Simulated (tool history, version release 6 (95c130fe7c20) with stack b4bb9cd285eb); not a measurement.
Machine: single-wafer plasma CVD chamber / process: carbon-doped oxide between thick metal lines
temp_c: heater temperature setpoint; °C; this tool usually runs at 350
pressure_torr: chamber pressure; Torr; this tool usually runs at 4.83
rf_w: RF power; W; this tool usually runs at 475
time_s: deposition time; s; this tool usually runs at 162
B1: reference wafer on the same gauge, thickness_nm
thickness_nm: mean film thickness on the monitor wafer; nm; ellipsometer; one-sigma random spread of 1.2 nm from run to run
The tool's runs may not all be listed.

run 1 day=0 | temp_c=356 pressure_torr=4.83 rf_w=455 time_s=162 | B1=856.111 | thickness_nm=671.88
run 2 day=0.688 | temp_c=356 pressure_torr=4.83 rf_w=455 time_s=162 | B1=856.034 | thickness_nm=670.409
run 3 day=2.221 | temp_c=356 pressure_torr=4.83 rf_w=455 time_s=162 | B1=856.103 | thickness_nm=672.64
run 4 day=2.954 | temp_c=358 pressure_torr=4.83 rf_w=475 time_s=162 | B1=856.293 | thickness_nm=695.522
-- day=3.3 showerhead replaced
-- day=3.658 capacitance manometer re-zeroed and calibrated
-- day=3.833 RF generator calibrated
run 5 day=3.854 | temp_c=350 pressure_torr=4.83 rf_w=425 time_s=162 | B1=855.832 | thickness_nm=603.519
run 6 day=3.867 | temp_c=350 pressure_torr=4.83 rf_w=425 time_s=162 | B1=855.909 | thickness_nm=605.453
run 7 day=4.308 | temp_c=350 pressure_torr=4.83 rf_w=425 time_s=162 | B1=856.142 | thickness_nm=607.215
run 8 day=4.708 | temp_c=350 pressure_torr=5.27 rf_w=530 time_s=162 | B1=855.886 | thickness_nm=767.026
run 9 day=5.392 | temp_c=350 pressure_torr=4.83 rf_w=475 time_s=162 | B1=855.899 | thickness_nm=679.264
-- day=6.108 RF generator calibrated, repeated, since the last time left the tool worse
run 10 day=6.129 | temp_c=350 pressure_torr=4.83 rf_w=475 time_s=162 | B1=855.87 | thickness_nm=746.635
-- day=6.654 thermocouple changed; heater temperature recalibrated
run 11 day=6.675 | temp_c=350 pressure_torr=4.83 rf_w=475 time_s=162 | B1=855.639 | thickness_nm=749.924
run 12 day=7.054 | temp_c=350 pressure_torr=5.56 rf_w=530 time_s=162 | B1=856.103 | thickness_nm=840.277
run 13 day=7.633 | temp_c=350 pressure_torr=4.83 rf_w=420 time_s=162 | B1=855.862 | thickness_nm=661.094
-- day=7.892 gauge calibrated
run 14 day=7.992 | temp_c=340 pressure_torr=4.83 rf_w=475 time_s=162 | B1=856.067 | thickness_nm=765.067
run 15 day=8.55 | temp_c=356 pressure_torr=4.83 rf_w=475 time_s=143 | B1=855.854 | thickness_nm=649.926
run 16 day=8.842 | temp_c=350 pressure_torr=4.83 rf_w=475 time_s=162 | B1=856.099 | thickness_nm=747.305
run 17 day=9.421 | temp_c=350 pressure_torr=4.83 rf_w=475 time_s=146 | B1=855.939 | thickness_nm=673.866
run 18 day=9.983 | temp_c=362 pressure_torr=5.53 rf_w=560 time_s=180 | B1=855.686 | thickness_nm=945.658
run 19 day=10.271 | temp_c=363 pressure_torr=4.83 rf_w=475 time_s=162 | B1=855.755 | thickness_nm=723.007
run 20 day=10.633 | temp_c=358 pressure_torr=4.83 rf_w=475 time_s=162 | B1=855.876 | thickness_nm=731.471

Same runs, no hidden state in the tool, same run-to-run variation:
Hidden conditions of the tool in this case: wafer temperature above the value expected at the setpoint (K); delivered RF power above the setpoint (%); true pressure above the setpoint (%); gauge reads high (%).
run=1 thickness_nm=716.604
run=2 thickness_nm=715.343
run=3 thickness_nm=718.415
run=4 thickness_nm=739.895
run=5 thickness_nm=675.368
run=6 thickness_nm=677.539
run=7 thickness_nm=679.719
run=8 thickness_nm=842.271
run=9 thickness_nm=755.289
run=10 thickness_nm=753.252
run=11 thickness_nm=756.779
run=12 thickness_nm=847.949
run=13 thickness_nm=668.485
run=14 thickness_nm=772.571
run=15 thickness_nm=656.484
run=16 thickness_nm=754.957
run=17 thickness_nm=680.964
run=18 thickness_nm=955.356
run=19 thickness_nm=730.935
run=20 thickness_nm=739.627
